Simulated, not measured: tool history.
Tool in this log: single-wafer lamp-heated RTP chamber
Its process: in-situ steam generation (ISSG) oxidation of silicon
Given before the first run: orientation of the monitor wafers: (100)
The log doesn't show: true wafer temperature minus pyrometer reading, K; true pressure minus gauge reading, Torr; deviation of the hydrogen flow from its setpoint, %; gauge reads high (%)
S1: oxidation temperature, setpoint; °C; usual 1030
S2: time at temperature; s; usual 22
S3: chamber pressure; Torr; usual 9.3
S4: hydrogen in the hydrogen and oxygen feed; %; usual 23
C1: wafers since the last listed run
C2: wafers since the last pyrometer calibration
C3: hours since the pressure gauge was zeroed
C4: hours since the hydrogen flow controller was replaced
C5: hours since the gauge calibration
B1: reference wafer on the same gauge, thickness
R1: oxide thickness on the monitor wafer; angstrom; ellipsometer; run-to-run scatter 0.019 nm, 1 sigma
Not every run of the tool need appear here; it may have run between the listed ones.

Run 1, day 0: usual settings but S1 1036 °C; C1 0; C2 4848; C3 3037.4; C4 1909.5; C5 580.7; B1 5.223. Result: R1 67.35 angstrom.
Run 2, day 1.346: usual settings but S1 1036 °C; C1 277; C2 5126; C3 3069.7; C4 1941.8; C5 613; B1 5.223. Result: R1 67.57 angstrom.
Run 3, day 1.921: usual settings; C1 118; C2 5244; C3 3083.5; C4 1955.6; C5 626.8; B1 5.228. Result: R1 65.31 angstrom.
Run 4, day 2.729: usual settings; C1 166; C2 5411; C3 3102.9; C4 1975; C5 646.2; B1 5.225. Result: R1 65.03 angstrom.
Run 5, day 5.017: usual settings; C1 471; C2 5882; C3 3157.8; C4 2029.9; C5 701.1; B1 5.239. Result: R1 65.54 angstrom.
At day 6.179: pyrometer window cleaned and pyrometer calibrated.
Run 6, day 6.2: usual settings; C1 175; C2 4; C3 3186.2; C4 2058.3; C5 729.5; B1 5.237. Result: R1 65.4 angstrom.
Run 7, day 7.154: usual settings but S3 10.2 Torr; C1 196; C2 201; C3 3209.1; C4 2081.2; C5 752.4; B1 5.241. Result: R1 64.47 angstrom.
Run 8, day 8.429: usual settings but S3 8.9 Torr; C1 262; C2 463; C3 3239.7; C4 2111.8; C5 783; B1 5.247. Result: R1 65.63 angstrom.
Run 9, day 9.812: usual settings but S3 8.9 Torr; C1 285; C2 749; C3 3272.9; C4 2145; C5 816.2; B1 5.248. Result: R1 65.91 angstrom.
Run 10, day 10.346: usual settings but S3 8.9 Torr; C1 109; C2 858; C3 3285.7; C4 2157.8; C5 829; B1 5.249. Result: R1 66.05 angstrom.
Run 11, day 10.854: usual settings; C1 104; C2 963; C3 3297.9; C4 2170; C5 841.2; B1 5.246. Result: R1 65.34 angstrom.
Run 12, day 11.433: usual settings; C1 119; C2 1083; C3 3311.8; C4 2183.9; C5 855.1; B1 5.248. Result: R1 65.48 angstrom.
Run 13, day 12.604: usual settings; C1 241; C2 1324; C3 3339.9; C4 2212; C5 883.2; B1 5.257. Result: R1 65.64 angstrom.
Run 14, day 13.446: usual settings but S1 1021 °C, S2 29 s, S3 8.9 Torr, S4 17 %; C1 173; C2 1497; C3 3360.1; C4 2232.2; C5 903.4; B1 5.257. Result: R1 67.64 angstrom.
Run 15, day 14.767: usual settings but S1 1049 °C, S2 15 s, S4 32 %; C1 272; C2 1770; C3 3391.8; C4 2263.9; C5 935.1; B1 5.256. Result: R1 64.39 angstrom.
At day 15.162: gauge calibrated.
Run 16, day 16.1: usual settings but S1 1041 °C; C1 274; C2 2044; C3 3423.8; C4 2295.9; C5 22.5; B1 5.161. Result: R1 68.45 angstrom.
Run 17, day 16.746: usual settings but S1 1024 °C, S4 29 %; C1 133; C2 2178; C3 3439.3; C4 2311.4; C5 38; B1 5.158. Result: R1 65.79 angstrom.
At day 17.304: pressure gauge zeroed.
Run 18, day 17.6: usual settings; C1 107; C2 2285; C3 7.1; C4 2331.9; C5 58.5; B1 5.164. Result: R1 64.71 angstrom.
Run 19, day 18.271: usual settings; C1 138; C2 2423; C3 23.2; C4 2348; C5 74.6; B1 5.168. Result: R1 64.55 angstrom.
Run 20, day 18.854: usual settings; C1 120; C2 2543; C3 37.2; C4 2362; C5 88.6; B1 5.171. Result: R1 64.42 angstrom.
Run 21, day 20.288: usual settings but S1 1049 °C, S3 8 Torr, S4 32 %; C1 295; C2 2839; C3 71.6; C4 2396.4; C5 123; B1 5.171. Result: R1 78.65 angstrom.
At day 24.388: hydrogen flow controller replaced.
Run 22, day 24.408: usual settings; C1 780; C2 3620; C3 170.5; C4 0.5; C5 221.9; B1 5.179. Result: R1 64.64 angstrom.
Run 23, day 25.021: usual settings but S1 1013 °C, S2 14 s, S3 10.2 Torr, S4 20 %; C1 126; C2 3746; C3 185.2; C4 15.2; C5 236.6; B1 5.183. Result: R1 46.05 angstrom.
Run 24, day 25.958: usual settings but S1 1013 °C, S2 29 s, S4 29 %; C1 193; C2 3939; C3 207.7; C4 37.7; C5 259.1; B1 5.18. Result: R1 72.14 angstrom.
Run 25, day 27.45: usual settings; C1 307; C2 4246; C3 243.5; C4 73.5; C5 294.9; B1 5.183. Result: R1 64.69 angstrom.
Run 26, day 28.529: usual settings but S1 1049 °C, S2 18 s, S3 8.9 Torr, S4 32 %; C1 222; C2 4469; C3 269.4; C4 99.4; C5 320.8; B1 5.188. Result: R1 70.17 angstrom.
Run 27, day 29.192: usual settings but S4 30 %; C1 136; C2 4605; C3 285.3; C4 115.3; C5 336.7; B1 5.186. Result: R1 68.64 angstrom.
Run 28, day 30.096: usual settings but S3 8.7 Torr, S4 29 %; C1 186; C2 4792; C3 307; C4 137; C5 358.4; B1 5.189. Result: R1 69.13 angstrom.
Run 29, day 30.983: usual settings but S4 26 %; C1 182; C2 4975; C3 328.3; C4 158.3; C5 379.7; B1 5.196. Result: R1 66.73 angstrom.
Run 30, day 31.679: usual settings but S1 1020 °C, S4 32 %; C1 143; C2 5118; C3 345; C4 175; C5 396.4; B1 5.2. Result: R1 66.97 angstrom.
At day 33.3: pyrometer window cleaned and pyrometer calibrated.
Run 31, day 33.321: usual settings but S1 1043 °C, S2 27 s; C1 269; C2 4; C3 384.4; C4 214.4; C5 435.8; B1 5.197. Result: R1 77.07 angstrom.

What differs in the tool's unlogged condition from the final listed run ahead of each entry between runs to the first listed run following it?
Between runs 5 and 6: pyrometer window cleaned and pyrometer calibrated (day 6.179)
  gauge reads high (%): 1.46 -> 1.52
  measured value less the no-hidden-state value, R1: +0.94 -> +0.98 angstrom
Between runs 15 and 16: gauge calibrated (day 15.162)
  gauge reads high (%): 1.95 -> -0.0575
  measured value less the no-hidden-state value, R1: +1.23 -> -0.04 angstrom
Between runs 17 and 18: pressure gauge zeroed (day 17.304)
  gauge reads high (%): -0.0252 -> 0.0175
  measured value less the no-hidden-state value, R1: -0.01 -> +0.01 angstrom
Between runs 21 and 22: hydrogen flow controller replaced (day 24.388)
  gauge reads high (%): 0.152 -> 0.358
  measured value less the no-hidden-state value, R1: +0.12 -> +0.23 angstrom
Between runs 30 and 31: pyrometer window cleaned and pyrometer calibrated (day 33.3)
  gauge reads high (%): 0.721 -> 0.803
  measured value less the no-hidden-state value, R1: +0.48 -> +0.61 angstrom
